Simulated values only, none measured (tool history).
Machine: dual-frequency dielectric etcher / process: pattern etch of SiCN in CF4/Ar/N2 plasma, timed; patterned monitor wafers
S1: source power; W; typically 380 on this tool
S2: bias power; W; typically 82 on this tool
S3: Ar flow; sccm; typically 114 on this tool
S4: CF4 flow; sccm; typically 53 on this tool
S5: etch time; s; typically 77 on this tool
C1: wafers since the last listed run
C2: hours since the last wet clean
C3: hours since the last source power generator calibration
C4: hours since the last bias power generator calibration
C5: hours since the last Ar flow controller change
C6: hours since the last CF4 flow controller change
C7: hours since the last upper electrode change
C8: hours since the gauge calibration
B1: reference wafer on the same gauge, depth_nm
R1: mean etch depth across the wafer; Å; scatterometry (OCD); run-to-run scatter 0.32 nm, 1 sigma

run,hour,S1,S2,S3,S4,S5,C1,C2,C3,C4,C5,C6,C7,C8,B1,R1
1,0,380,82,114,53,77,0,172.2,5300.9,3172.8,4835.1,3741.9,4410.2,246.5,53.8,514
2,28.7,380,82,114,53,77,203,200.9,5329.6,3201.5,4863.8,3770.6,4438.9,275.2,53.6,515
3,62.5,380,82,114,53,77,239,234.7,5363.4,3235.3,4897.6,3804.4,4472.7,309,53.7,514
4,87.2,380,82,114,53,77,175,259.4,5388.1,3260,4922.3,3829.1,4497.4,333.7,53.6,522
5,122.7,380,82,114,53,77,252,294.9,5423.6,3295.5,4957.8,3864.6,4532.9,369.2,53.7,520
# hour 191: bias power generator calibrated
# hour 212.1: CF4 flow controller replaced
6,212.6,380,82,114,53,77,567,384.8,5513.5,21.6,5047.7,0.5,4622.8,459.1,53.7,528
# hour 218.3: source power generator calibrated
7,226.7,380,82,114,53,77,71,398.9,8.4,35.7,5061.8,14.6,4636.9,473.2,53.8,525
8,243,360,82,114,53,77,115,415.2,24.7,52,5078.1,30.9,4653.2,489.5,53.6,507
9,256.7,380,82,114,53,77,97,428.9,38.4,65.7,5091.8,44.6,4666.9,503.2,53.6,521
# hour 291.2: wet clean of the chamber
10,311.8,380,82,136,53,77,220,20.6,93.5,120.8,5146.9,99.7,4722,558.3,53.7,488
11,333.4,320,82,114,53,77,153,42.2,115.1,142.4,5168.5,121.3,4743.6,579.9,53.6,459
# hour 359.3: Ar flow controller replaced
# hour 369: upper electrode replaced, of another model than before
12,369.5,380,69,114,53,77,144,78.3,151.2,178.5,10.2,157.4,0.5,616,53.6,462
13,377,300,82,131,65,95.5,53,85.8,158.7,186,17.7,164.9,8,623.5,53.6,498
14,396.7,380,82,114,53,89,139,105.5,178.4,205.7,37.4,184.6,27.7,643.2,53.5,586
15,416.7,380,76,114,53,62.5,142,125.5,198.4,225.7,57.4,204.6,47.7,663.2,53.7,395
# hour 437.2: gauge calibrated
16,451,380,82,114,53,77,243,159.8,232.7,260,91.7,238.9,82,13.8,53.7,504
17,484.4,380,82,93,53,77,237,193.2,266.1,293.4,125.1,272.3,115.4,47.2,53.7,524
18,511.4,290,82,130,49,66.5,191,220.2,293.1,320.4,152.1,299.3,142.4,74.2,53.8,331
19,567.2,380,82,124,53,77,396,276,348.9,376.2,207.9,355.1,198.2,130,53.8,507
20,591.4,430,98,114,53,77,171,300.2,373.1,400.4,232.1,379.3,222.4,154.2,53.8,638
21,619.9,380,69,114,53,77,202,328.7,401.6,428.9,260.6,407.8,250.9,182.7,53.7,469

Alternative continuations, all from the tool just after run 21; predict every row:
A,620.3,380,82,114,53,94.5,2,329.1,402,429.3,261,408.2,251.3,183.1,?,?
B,620.3,470,82,114,53,77,2,329.1,402,429.3,261,408.2,251.3,183.1,?,?
C,620.3,380,82,130,53,58,2,329.1,402,429.3,261,408.2,251.3,183.1,?,?

run,B1,R1
A,53.7,638
B,53.7,637
C,53.7,386
Had the tool no hidden state, the same runs would have come out as:
run,R1
A,619
B,618
C,375
